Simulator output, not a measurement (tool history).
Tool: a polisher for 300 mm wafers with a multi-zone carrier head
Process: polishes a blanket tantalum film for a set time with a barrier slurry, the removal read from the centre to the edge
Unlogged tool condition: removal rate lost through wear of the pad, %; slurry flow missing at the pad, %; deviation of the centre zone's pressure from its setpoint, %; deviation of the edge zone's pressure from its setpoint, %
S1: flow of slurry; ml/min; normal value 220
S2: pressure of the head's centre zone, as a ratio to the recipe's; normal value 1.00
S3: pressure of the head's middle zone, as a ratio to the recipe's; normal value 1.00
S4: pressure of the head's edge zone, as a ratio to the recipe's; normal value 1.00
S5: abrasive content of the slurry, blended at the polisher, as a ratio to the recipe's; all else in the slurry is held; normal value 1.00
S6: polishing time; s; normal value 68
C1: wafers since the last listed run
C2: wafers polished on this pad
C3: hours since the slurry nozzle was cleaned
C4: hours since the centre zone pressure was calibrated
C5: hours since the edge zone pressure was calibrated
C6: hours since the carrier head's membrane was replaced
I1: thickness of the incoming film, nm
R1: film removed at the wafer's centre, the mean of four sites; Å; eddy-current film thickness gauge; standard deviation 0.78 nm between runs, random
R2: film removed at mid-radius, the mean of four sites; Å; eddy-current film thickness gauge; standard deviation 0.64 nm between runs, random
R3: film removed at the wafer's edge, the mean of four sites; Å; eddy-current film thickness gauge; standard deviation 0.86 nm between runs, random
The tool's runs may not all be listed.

| run | hour | S1 | S2 | S3 | S4 | S5 | S6 | C1 | C2 | C3 | C4 | C5 | C6 | I1 | R1 | R2 | R3 |
|---|---|---|---|---|---|---|---|---|---|---|---|---|---|---|---|---|---|
| 1 | 0.0 | 220 | 1.00 | 1.00 | 1.00 | 1.00 | 68 | 0 | 41 | 58.5 | 225.0 | 131.8 | 634.7 | 267.2 | 551 | 546 | 549 |
| 2 | 73.0 | 220 | 1.00 | 1.00 | 1.00 | 1.00 | 68 | 894 | 935 | 131.5 | 298.0 | 204.8 | 707.7 | 269.9 | 541 | 542 | 544 |
| 3 | 90.6 | 220 | 0.93 | 1.00 | 1.00 | 1.00 | 68 | 215 | 1151 | 149.1 | 315.6 | 222.4 | 725.3 | 273.4 | 508 | 530 | 542 |
| 4 | 119.5 | 220 | 0.93 | 1.00 | 1.00 | 1.00 | 68 | 354 | 1505 | 178.0 | 344.5 | 251.3 | 754.2 | 265.6 | 503 | 535 | 527 |
|  | 128.3 | carrier head's membrane replaced by a new one |
| 5 | 138.0 | 220 | 1.00 | 1.00 | 1.00 | 1.00 | 68 | 165 | 1670 | 196.5 | 363.0 | 269.8 | 9.7 | 267.6 | 529 | 520 | 529 |
|  | 148.3 | worn pad replaced by a new one, repeated, since the last time left the tool worse |
| 6 | 161.3 | 220 | 1.00 | 1.00 | 1.00 | 1.00 | 68 | 236 | 158 | 219.8 | 386.3 | 293.1 | 33.0 | 273.1 | 632 | 613 | 604 |
| 7 | 183.1 | 220 | 1.00 | 1.00 | 1.00 | 1.00 | 68 | 267 | 426 | 241.6 | 408.1 | 314.9 | 54.8 | 272.0 | 619 | 620 | 606 |
| 8 | 212.2 | 220 | 1.04 | 1.04 | 1.00 | 1.00 | 45 | 356 | 782 | 270.7 | 437.2 | 344.0 | 83.9 | 266.2 | 437 | 423 | 399 |
|  | 240.6 | centre zone pressure recalibrated |
| 9 | 245.9 | 255 | 0.90 | 1.00 | 0.90 | 1.00 | 83 | 388 | 1170 | 304.4 | 5.3 | 377.7 | 117.6 | 271.7 | 687 | 755 | 716 |
| 10 | 263.6 | 220 | 1.00 | 1.11 | 0.96 | 1.15 | 44 | 216 | 1387 | 322.1 | 23.0 | 395.4 | 135.3 | 271.9 | 397 | 427 | 398 |
| 11 | 282.4 | 220 | 1.00 | 0.94 | 1.00 | 0.85 | 81 | 230 | 1618 | 340.9 | 41.8 | 414.2 | 154.1 | 268.8 | 693 | 679 | 675 |
| 12 | 318.3 | 220 | 1.00 | 1.00 | 1.00 | 1.00 | 68 | 439 | 2057 | 376.8 | 77.7 | 450.1 | 190.0 | 270.8 | 602 | 595 | 577 |
|  | 332.8 | worn pad replaced by a new one |
| 13 | 338.5 | 220 | 1.00 | 1.00 | 1.00 | 1.00 | 68 | 198 | 69 | 397.0 | 97.9 | 470.3 | 210.2 | 265.8 | 615 | 619 | 622 |
| 14 | 358.9 | 220 | 1.00 | 1.00 | 1.00 | 1.00 | 46 | 249 | 319 | 417.4 | 118.3 | 490.7 | 230.6 | 270.2 | 423 | 422 | 413 |
|  | 433.4 | edge zone pressure recalibrated |
|  | 433.8 | slurry nozzle cleaned |
| 15 | 445.0 | 220 | 1.00 | 1.04 | 1.00 | 1.00 | 68 | 1025 | 1344 | 11.2 | 204.4 | 11.6 | 316.7 | 267.8 | 606 | 622 | 614 |
| 16 | 473.3 | 220 | 1.00 | 0.88 | 1.00 | 1.00 | 68 | 346 | 1691 | 39.5 | 232.7 | 39.9 | 345.0 | 270.6 | 601 | 564 | 590 |
| 17 | 497.6 | 150 | 1.00 | 1.00 | 1.00 | 0.75 | 68 | 297 | 1989 | 63.8 | 257.0 | 64.2 | 369.3 | 270.1 | 528 | 533 | 540 |
| 18 | 516.2 | 220 | 1.00 | 1.00 | 0.90 | 1.00 | 59 | 227 | 2217 | 82.4 | 275.6 | 82.8 | 387.9 | 267.2 | 511 | 507 | 482 |
| 19 | 529.8 | 220 | 1.05 | 1.00 | 1.00 | 1.00 | 68 | 166 | 2383 | 96.0 | 289.2 | 96.4 | 401.5 | 271.8 | 615 | 593 | 600 |
|  | 558.8 | worn pad replaced by a new one |
| 20 | 559.3 | 270 | 1.00 | 1.05 | 1.00 | 1.00 | 68 | 312 | 6 | 125.5 | 318.7 | 125.9 | 431.0 | 269.7 | 631 | 655 | 625 |
| 21 | 587.0 | 220 | 1.00 | 1.00 | 1.00 | 1.00 | 68 | 339 | 345 | 153.2 | 346.4 | 153.6 | 458.7 | 270.7 | 624 | 620 | 619 |
| 22 | 673.3 | 220 | 0.97 | 1.11 | 0.94 | 0.85 | 68 | 1057 | 1403 | 239.5 | 432.7 | 239.9 | 545.0 | 267.6 | 589 | 616 | 566 |

What if the next run were any one of these 3? Each begins from the tool's condition after run 22:
| A | 673.7 | 220 | 1.00 | 1.00 | 1.00 | 1.00 | 68 | 4 | 1408 | 239.9 | 433.1 | 240.3 | 545.4 | 272.1 | ? | ? | ? |
| B | 673.7 | 265 | 1.00 | 1.00 | 1.00 | 1.00 | 68 | 4 | 1408 | 239.9 | 433.1 | 240.3 | 545.4 | 272.1 | ? | ? | ? |
| C | 673.7 | 220 | 1.00 | 1.00 | 1.00 | 1.15 | 68 | 4 | 1408 | 239.9 | 433.1 | 240.3 | 545.4 | 272.1 | ? | ? | ? |

| run | R1 | R2 | R3 |
|---|---|---|---|
| A | 631 | 622 | 620 |
| B | 643 | 632 | 628 |
| C | 651 | 641 | 640 |
Take away the tool's hidden state, keep each run's random variation, and the runs would have read:
| run | R1 | R2 | R3 |
|---|---|---|---|
| A | 647 | 637 | 635 |
| B | 658 | 647 | 643 |
| C | 667 | 657 | 655 |
